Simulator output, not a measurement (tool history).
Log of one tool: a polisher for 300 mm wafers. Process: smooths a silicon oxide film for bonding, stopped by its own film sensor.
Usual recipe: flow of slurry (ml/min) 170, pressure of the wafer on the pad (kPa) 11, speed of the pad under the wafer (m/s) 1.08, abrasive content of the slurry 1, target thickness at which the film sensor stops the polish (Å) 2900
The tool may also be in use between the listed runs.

| run | hour | flow of slurry (ml/min) | pressure of the wafer on the pad (kPa) | speed of the pad under the wafer (m/s) | abrasive content of the slurry | target thickness at which the film sensor stops the polish (Å) | incoming thickness of the incoming film, nm | time until the film sensor stopped the polish (s) |
|---|---|---|---|---|---|---|---|---|
| 1 | 0 | 170 | 11 | 1.08 | 1 | 2900 | 360.5 | 115 |
| 2 | 25.9 | 170 | 11 | 1.08 | 1 | 2900 | 353.8 | 101.1 |
| 3 | 53.8 | 170 | 11 | 1.08 | 1 | 2900 | 357.5 | 105.8 |
| 4 | 71.3 | 170 | 11 | 1.08 | 1 | 2900 | 358.1 | 106.3 |
| 5 | 90.6 | 170 | 11 | 1.08 | 1 | 2900 | 367.7 | 125.8 |
| 6 | 110.8 | 170 | 11 | 1.08 | 1 | 2900 | 355.1 | 106 |
| 7 | 136.8 | 170 | 11 | 1.08 | 1 | 2900 | 365.9 | 118.1 |
|  | 167.8 | worn pad replaced by a new one |
| 8 | 168.3 | 170 | 8.3 | 1.08 | 1 | 2900 | 354.5 | 137.3 |
| 9 | 176.4 | 170 | 8.3 | 1.08 | 1 | 2900 | 359.3 | 149.5 |
| 10 | 192.6 | 170 | 11 | 1.08 | 1 | 2900 | 354.5 | 104 |
| 11 | 207.2 | 170 | 11 | 1.08 | 1 | 2900 | 355.3 | 106.5 |
| 12 | 236.3 | 170 | 11 | 1.08 | 1 | 2900 | 363.8 | 118.5 |
| 13 | 257.7 | 130 | 11 | 1.08 | 1 | 2900 | 357.8 | 115.6 |
| 14 | 271.4 | 155 | 11 | 1.08 | 1 | 2900 | 357.6 | 109.8 |
| 15 | 295.1 | 185 | 11 | 1.08 | 0.9 | 3050 | 365.7 | 101.2 |
|  | 330.9 | slurry blender recalibrated |
| 16 | 386.9 | 170 | 11 | 1.08 | 1 | 2900 | 358.7 | 126.8 |
| 17 | 413.1 | 125 | 11 | 1.34 | 1.1 | 3000 | 365.5 | 102.9 |
|  | 421.8 | worn pad replaced by a new one |
| 18 | 440.3 | 170 | 11 | 1.08 | 1 | 2900 | 357.8 | 122.4 |
| 19 | 463.5 | 170 | 11 | 1.08 | 1 | 2900 | 359.8 | 127.7 |
| 20 | 490.3 | 170 | 11 | 1.08 | 1 | 2800 | 359.1 | 145.3 |
| 21 | 505.7 | 200 | 8.3 | 1.08 | 0.9 | 2970 | 360 | 157.4 |
|  | 512.9 | slurry blender recalibrated, repeated, since the last time left the tool worse |
|  | 522 | slurry nozzle cleaned |
| 22 | 524.9 | 170 | 6.9 | 1.26 | 1 | 2830 | 355.9 | 161 |
| 23 | 547.3 | 190 | 13.8 | 1.08 | 1 | 2900 | 362.9 | 88.2 |
|  | 559.1 | head pressure recalibrated |
| 24 | 575.2 | 120 | 14.5 | 1.08 | 0.8 | 2900 | 363.2 | 100.2 |
| 25 | 602.3 | 215 | 11 | 0.82 | 1 | 2900 | 356 | 119.2 |
| 26 | 634.6 | 170 | 8.3 | 1.08 | 1.1 | 2900 | 362.2 | 149.1 |
| 27 | 661.9 | 120 | 14.5 | 1.26 | 1 | 2820 | 359.3 | 87.9 |
|  | 671.6 | worn pad replaced by a new one |
| 28 | 691.6 | 170 | 14.5 | 1.08 | 1 | 2670 | 354.4 | 107.5 |
| 29 | 715.3 | 170 | 11 | 1.08 | 1 | 2900 | 356.7 | 102.6 |
| 30 | 729.2 | 200 | 9 | 1.24 | 1 | 2980 | 362.2 | 108.7 |

Each row is a separate what-if for the run after 30, all from the same tool condition, not one after another. Results?
| A | 729.7 | 170 | 11 | 1.08 | 1 | 2900 | 364.2 | ? |
| B | 729.7 | 220 | 11 | 0.76 | 1 | 2900 | 364.2 | ? |
| C | 729.7 | 110 | 11 | 1.08 | 1 | 2900 | 364.2 | ? |
| D | 729.7 | 190 | 11 | 1.08 | 1 | 2900 | 364.2 | ? |

| run | time until the film sensor stopped the polish (s) |
|---|---|
| A | 119.6 |
| B | 152.5 |
| C | 131.5 |
| D | 117.5 |
Without the tool's unlogged condition, the same runs would have read:
| run | time until the film sensor stopped the polish (s) |
|---|---|
| A | 116.8 |
| B | 149 |
| C | 128.5 |
| D | 114.8 |
